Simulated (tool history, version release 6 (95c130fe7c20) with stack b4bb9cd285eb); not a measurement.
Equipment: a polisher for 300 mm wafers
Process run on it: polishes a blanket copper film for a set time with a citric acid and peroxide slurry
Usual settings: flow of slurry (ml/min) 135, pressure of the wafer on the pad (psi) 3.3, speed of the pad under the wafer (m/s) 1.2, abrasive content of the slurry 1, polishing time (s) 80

| run | hour | flow of slurry (ml/min) | pressure of the wafer on the pad (psi) | speed of the pad under the wafer (m/s) | abrasive content of the slurry | polishing time (s) | wafers since the last listed run | wafers polished on this pad | hours since the slurry nozzle was cleaned | hours since the head pressure was calibrated | hours since the slurry blender was calibrated | incoming thickness of the incoming film, nm | film removed (angstrom) |
|---|---|---|---|---|---|---|---|---|---|---|---|---|---|
| 1 | 0 | 135 | 3.3 | 1.2 | 1 | 80 | 0 | 827 | 454 | 719.3 | 84.2 | 911.2 | 2433 |
| 2 | 88.7 | 170 | 3.3 | 1.2 | 1 | 80 | 730 | 1558 | 542.7 | 808 | 172.9 | 905.7 | 2534 |
|  | 121.8 | slurry nozzle cleaned |
|  | 216 | worn pad replaced by a new one |
| 3 | 226.2 | 170 | 3.3 | 1.2 | 1 | 80 | 1091 | 84 | 104.4 | 945.5 | 310.4 | 905.1 | 2669 |
|  | 246.5 | slurry blender recalibrated |
| 4 | 322 | 170 | 3.3 | 1.2 | 1 | 80 | 772 | 857 | 200.2 | 1041.3 | 75.5 | 902.7 | 2676 |
|  | 339.2 | head pressure recalibrated |
| 5 | 400 | 135 | 3.3 | 1.2 | 1 | 100 | 626 | 1483 | 278.2 | 60.8 | 153.5 | 916.6 | 3157 |
| 6 | 498.4 | 135 | 3.3 | 1.2 | 1 | 100 | 810 | 2293 | 376.6 | 159.2 | 251.9 | 911 | 3172 |
|  | 542.8 | worn pad replaced by a new one |
| 7 | 583.6 | 135 | 3.3 | 0.9 | 1 | 80 | 668 | 335 | 461.8 | 244.4 | 337.1 | 901.1 | 1818 |
|  | 622.3 | slurry blender recalibrated |
|  | 641.8 | slurry nozzle cleaned |
| 8 | 687.1 | 135 | 2.8 | 1.2 | 1 | 80 | 827 | 1163 | 45.3 | 347.9 | 64.8 | 904.4 | 2195 |
| 9 | 730 | 135 | 2.8 | 1.2 | 1 | 80 | 353 | 1517 | 88.2 | 390.8 | 107.7 | 915.5 | 2190 |
| 10 | 822.1 | 135 | 2.8 | 1.2 | 1 | 80 | 758 | 2275 | 180.3 | 482.9 | 199.8 | 922.5 | 2134 |
| 11 | 922.5 | 135 | 3.3 | 1.2 | 1 | 80 | 827 | 3102 | 280.7 | 583.3 | 300.2 | 900.2 | 2539 |
|  | 937 | worn pad replaced by a new one |
|  | 999.8 | slurry blender recalibrated |
| 12 | 1008.8 | 145 | 3.3 | 1.2 | 1 | 80 | 661 | 574 | 367 | 669.6 | 9 | 924.5 | 2472 |
| 13 | 1049.4 | 135 | 3.3 | 1.2 | 1.25 | 80 | 334 | 909 | 407.6 | 710.2 | 49.6 | 912.2 | 2656 |
| 14 | 1088.9 | 110 | 2.2 | 1.2 | 0.9 | 56 | 325 | 1234 | 447.1 | 749.7 | 89.1 | 898.9 | 1025 |
|  | 1256.8 | slurry nozzle cleaned |
|  | 1297.3 | worn pad replaced by a new one |
| 15 | 1297.8 | 135 | 3.3 | 1.2 | 1 | 80 | 1679 | 3 | 41 | 958.6 | 298 | 906.3 | 2633 |
|  | 1373.1 | slurry blender recalibrated |
|  | 1394.9 | head pressure recalibrated |
| 16 | 1411.3 | 135 | 3.3 | 1.2 | 1 | 80 | 902 | 905 | 154.5 | 16.4 | 38.2 | 899.1 | 2517 |
| 17 | 1454.1 | 120 | 3.3 | 1.2 | 1 | 80 | 352 | 1258 | 197.3 | 59.2 | 81 | 905.6 | 2450 |
| 18 | 1526.5 | 135 | 3.3 | 1.2 | 1 | 80 | 596 | 1854 | 269.7 | 131.6 | 153.4 | 904.8 | 2517 |
| 19 | 1611.2 | 135 | 3.8 | 1.58 | 0.75 | 92 | 697 | 2552 | 354.4 | 216.3 | 238.1 | 912.1 | 3844 |
|  | 1656.8 | worn pad replaced by a new one |
| 20 | 1657.3 | 135 | 3.3 | 1.44 | 1 | 80 | 346 | 4 | 400.5 | 262.4 | 284.2 | 916.4 | 2948 |
|  | 1725.3 | slurry blender recalibrated |
|  | 1747.9 | slurry nozzle cleaned |
| 21 | 1748.4 | 135 | 4.3 | 1.2 | 0.8 | 80 | 725 | 730 | 0.5 | 353.5 | 23.1 | 900.4 | 3040 |
| 22 | 1799.9 | 145 | 3.3 | 1.2 | 1 | 90 | 424 | 1154 | 52 | 405 | 74.6 | 914.4 | 2904 |

Each row is a separate what-if for the run after 22, all from the same tool condition, not one after another. Results?
| A | 1800.3 | 135 | 2.2 | 1.2 | 1 | 80 | 3 | 1157 | 52.4 | 405.4 | 75 | 917.3 | ? |
| B | 1800.3 | 100 | 3.3 | 0.92 | 1 | 88 | 3 | 1157 | 52.4 | 405.4 | 75 | 917.3 | ? |
| C | 1800.3 | 135 | 2.3 | 1.2 | 1 | 101 | 3 | 1157 | 52.4 | 405.4 | 75 | 917.3 | ? |
| D | 1800.3 | 135 | 3.3 | 0.94 | 0.75 | 80 | 3 | 1157 | 52.4 | 405.4 | 75 | 917.3 | ? |
| E | 1800.3 | 135 | 4.2 | 1.2 | 1 | 90 | 3 | 1157 | 52.4 | 405.4 | 75 | 917.3 | ? |

| run | film removed (angstrom) |
|---|---|
| A | 1734 |
| B | 2026 |
| C | 2286 |
| D | 1809 |
| E | 3675 |
With no hidden state in the tool, these same runs would have given:
| run | film removed (angstrom) |
|---|---|
| A | 1737 |
| B | 2031 |
| C | 2290 |
| D | 1812 |
| E | 3682 |
